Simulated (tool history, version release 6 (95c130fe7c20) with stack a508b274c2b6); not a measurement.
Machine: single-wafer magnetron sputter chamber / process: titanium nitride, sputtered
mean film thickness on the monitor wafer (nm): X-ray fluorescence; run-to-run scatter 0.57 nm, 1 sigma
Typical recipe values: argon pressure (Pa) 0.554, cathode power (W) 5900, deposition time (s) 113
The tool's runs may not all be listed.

run,hour,argon pressure (Pa),cathode power (W),deposition time (s),wafers since the last listed run,wafers on the sputter target,hours since the last manometer calibration,hours since the magnet pack was replaced,hours since the gauge calibration,"read-back reference wafer on the same gauge, thickness_nm",mean film thickness on the monitor wafer (nm)
1,0,0.554,6950,113,0,3418,1067.7,8682.3,211.6,107.019,132.474
2,12.4,0.554,6950,113,148,3566,1080.1,8694.7,224,106.928,133.232
# hour 15.2: gauge calibrated
3,19.8,0.554,5900,100,88,3655,1087.5,8702.1,4.6,107.021,99.221
4,33.9,0.554,5900,100,168,3823,1101.6,8716.2,18.7,106.97,99.729
5,51.4,0.554,5900,100,209,4033,1119.1,8733.7,36.2,107.114,98.82
6,66.8,0.613,5900,113,184,4217,1134.5,8749.1,51.6,107.097,109.788
7,77,0.613,5900,113,122,4339,1144.7,8759.3,61.8,107.032,110.157
8,83.4,0.613,5900,113,76,4416,1151.1,8765.7,68.2,107.058,110.127
9,101,0.554,5900,113,210,4627,1168.7,8783.3,85.8,106.924,111.612
10,120.2,0.554,5900,113,229,4856,1187.9,8802.5,105,106.835,112.063
# hour 129.1: magnet pack replaced, of another model than before
11,129.6,0.68,4800,133,16,4873,1197.3,0.5,114.4,106.987,100.985
12,177.8,0.37,4850,131,576,5450,1245.5,48.7,162.6,107.087,114.513
13,192.3,0.631,6600,113,173,5624,1260,63.2,177.1,107.098,119.16
14,209.6,0.554,4650,113,207,5831,1277.3,80.5,194.4,107.112,87.376
# hour 228.1: sputter target and shields replaced
15,228.6,0.554,5900,113,131,5,1296.3,99.5,213.4,106.955,114.201
# hour 241.3: capacitance manometer re-zeroed and calibrated
# hour 241.8: gauge calibrated
16,241.8,0.49,5900,95,62,68,0.5,112.7,0,107.009,98.632
17,250.3,0.387,6500,91,101,169,9,121.2,8.5,107.152,109.527
18,262.3,0.48,5300,113,143,313,21,133.2,20.5,107.156,106.874
19,308.7,0.613,5900,113,555,868,67.4,179.6,66.9,107.124,110.423
20,323.3,0.336,4750,97,174,1043,82,194.2,81.5,106.975,86.96

Consider 5 possible next runs. They are alternatives, not a sequence: every one starts from the tool as it was left by run 20. What does each give?
A,323.7,0.713,5900,113,4,1048,82.4,194.6,81.9,?,?
B,323.7,0.361,5900,125,4,1048,82.4,194.6,81.9,?,?
C,323.7,0.709,6850,113,4,1048,82.4,194.6,81.9,?,?
D,323.7,0.638,5900,113,4,1048,82.4,194.6,81.9,?,?
E,323.7,0.554,7100,96,4,1048,82.4,194.6,81.9,?,?

run,"read-back reference wafer on the same gauge, thickness_nm",mean film thickness on the monitor wafer (nm)
A,106.994,105.859
B,106.994,138.026
C,106.994,123.127
D,106.994,109.538
E,106.994,116.419
What these runs would have given with no unlogged condition in the tool:
run,mean film thickness on the monitor wafer (nm)
A,106.251
B,138.537
C,123.583
D,109.944
E,116.851
